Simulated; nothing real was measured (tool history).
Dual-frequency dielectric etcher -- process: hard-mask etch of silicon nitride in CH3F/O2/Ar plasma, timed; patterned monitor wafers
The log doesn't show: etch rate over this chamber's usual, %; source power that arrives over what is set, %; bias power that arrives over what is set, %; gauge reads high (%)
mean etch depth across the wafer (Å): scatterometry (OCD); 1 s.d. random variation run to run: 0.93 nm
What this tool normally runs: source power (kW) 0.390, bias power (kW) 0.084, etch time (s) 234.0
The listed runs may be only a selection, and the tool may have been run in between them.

run,hour,source power (kW),bias power (kW),etch time (s),wafers since the last listed run,hours since the last wet clean,hours since the last source power generator calibration,hours since the last bias power generator calibration,hours since the last upper electrode change,hours since the gauge calibration,"read-back reference wafer on the same gauge, depth_nm",mean etch depth across the wafer (Å)
1,0.0,0.390,0.078,212.0,0,507.9,2404.2,129.6,3250.4,1736.7,169.8,1525
# hour 71.3: wet clean of the chamber, repeated, since the last time left the tool worse
2,71.8,0.390,0.084,234.0,185,0.5,2476.0,201.4,3322.2,1808.5,169.6,1619
3,135.4,0.390,0.084,234.0,247,64.1,2539.6,265.0,3385.8,1872.1,170.0,1627
4,216.3,0.390,0.084,234.0,314,145.0,2620.5,345.9,3466.7,1953.0,169.9,1653
5,262.3,0.390,0.098,234.0,178,191.0,2666.5,391.9,3512.7,1999.0,170.1,1769
6,342.2,0.390,0.098,234.0,310,270.9,2746.4,471.8,3592.6,2078.9,169.8,1781
7,403.6,0.390,0.084,234.0,238,332.3,2807.8,533.2,3654.0,2140.3,170.1,1637
# hour 405.7: gauge calibrated
# hour 671.7: wet clean of the chamber
8,672.2,0.320,0.068,234.0,951,0.5,3076.4,801.8,3922.6,266.5,170.1,1285
9,706.9,0.300,0.096,279.0,134,35.2,3111.1,836.5,3957.3,301.2,170.0,1735
# hour 802.2: source power generator calibrated
# hour 836.0: upper electrode replaced
10,876.8,0.390,0.084,234.0,551,205.1,74.6,1006.4,40.8,471.1,169.9,1646
11,950.8,0.390,0.084,234.0,287,279.1,148.6,1080.4,114.8,545.1,170.0,1640
12,1011.5,0.390,0.084,234.0,236,339.8,209.3,1141.1,175.5,605.8,170.0,1627
13,1106.8,0.390,0.084,234.0,370,435.1,304.6,1236.4,270.8,701.1,169.9,1670
14,1152.8,0.480,0.084,286.5,178,481.1,350.6,1282.4,316.8,747.1,169.8,2263
15,1197.3,0.390,0.100,234.0,173,525.6,395.1,1326.9,361.3,791.6,169.9,1816
16,1261.1,0.450,0.091,199.5,248,589.4,458.9,1390.7,425.1,855.4,170.1,1609
17,1333.7,0.300,0.096,234.0,282,662.0,531.5,1463.3,497.7,928.0,170.4,1491
18,1373.8,0.390,0.084,234.0,155,702.1,571.6,1503.4,537.8,968.1,170.1,1679
# hour 1411.9: wet clean of the chamber
19,1460.1,0.390,0.084,234.0,242,48.2,657.9,1589.7,624.1,1054.4,169.9,1620
20,1552.5,0.440,0.070,234.0,359,140.6,750.3,1682.1,716.5,1146.8,169.7,1595
21,1656.8,0.430,0.066,176.5,405,244.9,854.6,1786.4,820.8,1251.1,170.2,1175
22,1727.8,0.450,0.071,175.5,276,315.9,925.6,1857.4,891.8,1322.1,170.4,1231
23,1772.7,0.390,0.070,234.0,174,360.8,970.5,1902.3,936.7,1367.0,169.6,1491
24,1830.7,0.460,0.080,234.0,225,418.8,1028.5,1960.3,994.7,1425.0,170.1,1767
25,1906.9,0.460,0.065,285.0,296,495.0,1104.7,2036.5,1070.9,1501.2,169.4,1934
# hour 1995.1: wet clean of the chamber
26,1995.6,0.340,0.075,210.0,251,0.5,1193.4,2125.2,1159.6,1589.9,170.0,1260
27,2066.9,0.430,0.074,234.0,277,71.8,1264.7,2196.5,1230.9,1661.2,170.2,1622
# hour 2129.3: gauge calibrated
28,2164.1,0.390,0.084,234.0,377,169.0,1361.9,2293.7,1328.1,34.8,169.8,1637
29,2209.9,0.390,0.084,234.0,178,214.8,1407.7,2339.5,1373.9,80.6,169.9,1642

Across each entry between runs, compare the hidden state at the last listed run before it with the hidden state at the first listed run after it:
Run 1 -> run 2: wet clean of the chamber, repeated, since the last time left the tool worse (hour 71.3)
  etch rate over this chamber's usual, %: 6.7 -> 0.173
  measured result minus the result with no hidden state, mean etch depth across the wafer (Å): +96 -> +3
Run 7 -> run 8: gauge calibrated (hour 405.7); wet clean of the chamber (hour 671.7)
  etch rate over this chamber's usual, %: 1.35 -> 0.00656
  measured result minus the result with no hidden state, mean etch depth across the wafer (Å): +21 -> +0
Run 9 -> run 10: source power generator calibrated (hour 802.2); upper electrode replaced (hour 836.0)
  etch rate over this chamber's usual, %: 0.129 -> 0.729
  measured result minus the result with no hidden state, mean etch depth across the wafer (Å): +2 -> +12
Run 18 -> run 19: wet clean of the chamber (hour 1411.9)
  etch rate over this chamber's usual, %: 2.48 -> 0.189
  measured result minus the result with no hidden state, mean etch depth across the wafer (Å): +41 -> +3
Run 25 -> run 26: wet clean of the chamber (hour 1995.1)
  etch rate over this chamber's usual, %: 1.77 -> -0.108
  measured result minus the result with no hidden state, mean etch depth across the wafer (Å): +34 -> -1
Run 27 -> run 28: gauge calibrated (hour 2129.3)
  etch rate over this chamber's usual, %: 0.144 -> 0.488
  measured result minus the result with no hidden state, mean etch depth across the wafer (Å): +3 -> +8
